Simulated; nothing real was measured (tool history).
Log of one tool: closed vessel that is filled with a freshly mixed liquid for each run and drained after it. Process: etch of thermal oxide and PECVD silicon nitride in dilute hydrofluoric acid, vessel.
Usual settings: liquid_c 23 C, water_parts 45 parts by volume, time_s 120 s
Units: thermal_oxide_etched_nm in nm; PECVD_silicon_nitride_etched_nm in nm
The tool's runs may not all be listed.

run   hour  liquid_c  water_parts  time_s  read-back film thickness of the thermal oxide reference wafer, read on the same gauge (nm)  read-back film thickness of the PECVD silicon nitride reference wafer, read on the same gauge (nm)  thermal_oxide_etched_nm  PECVD_silicon_nitride_etched_nm
  1      0        23           45     120                                                                                      149.99                                                                                               80.02                    11.46                             7.76
  2   62.2        23           45     120                                                                                      150.02                                                                                               80.03                    11.37                              7.8
  3   87.7        23           45     120                                                                                      149.96                                                                                               79.98                    11.42                             7.66
  4  129.8        23           45     120                                                                                      150.01                                                                                               80.03                    11.48                              7.7
  5  155.9        23           45     120                                                                                      150.01                                                                                               79.99                    11.44                             7.82
  6  210.8        23           45     120                                                                                         150                                                                                               79.98                    11.34                             7.75
  7  246.4        23           45     120                                                                                      150.02                                                                                                  80                    11.41                             7.76
  8  313.6        23           45     120                                                                                         150                                                                                               80.03                    11.44                             7.79
  9  375.7        23           45     120                                                                                      149.98                                                                                               79.94                    11.35                              7.7
 10    591        23           45     120                                                                                      149.99                                                                                                  80                    11.43                             7.75
     623.4  -- gauge calibrated
 11  648.1        23           45     120                                                                                      150.01                                                                                               79.97                    11.29                              7.8
 12  681.1        23           45     120                                                                                      150.01                                                                                               80.01                     11.4                             7.75
     722.6  -- hydrofluoric acid flow meter replaced
 13    752        25           45     120                                                                                      149.99                                                                                               79.99                    12.93                             9.29
 14  780.1        23           60     120                                                                                         150                                                                                               80.01                     8.81                             6.24
     783.9  -- thermometer replaced
 15  844.5        18           60     120                                                                                      150.01                                                                                                  80                     6.81                             4.08

The next listed run, before its measurement:
 16  894.6        23           45     120                                                                                           ?                                                                                                   ?                        ?                                ?

read-back film thickness of the thermal oxide reference wafer, read on the same gauge (nm): 149.99
read-back film thickness of the PECVD silicon nitride reference wafer, read on the same gauge (nm): 80.04
thermal_oxide_etched_nm: 11.52 nm
PECVD_silicon_nitride_etched_nm: 7.6 nm
Without the tool's hidden state the same run would have given thermal_oxide_etched_nm 11.52 nm, PECVD_silicon_nitride_etched_nm 7.57 nm.
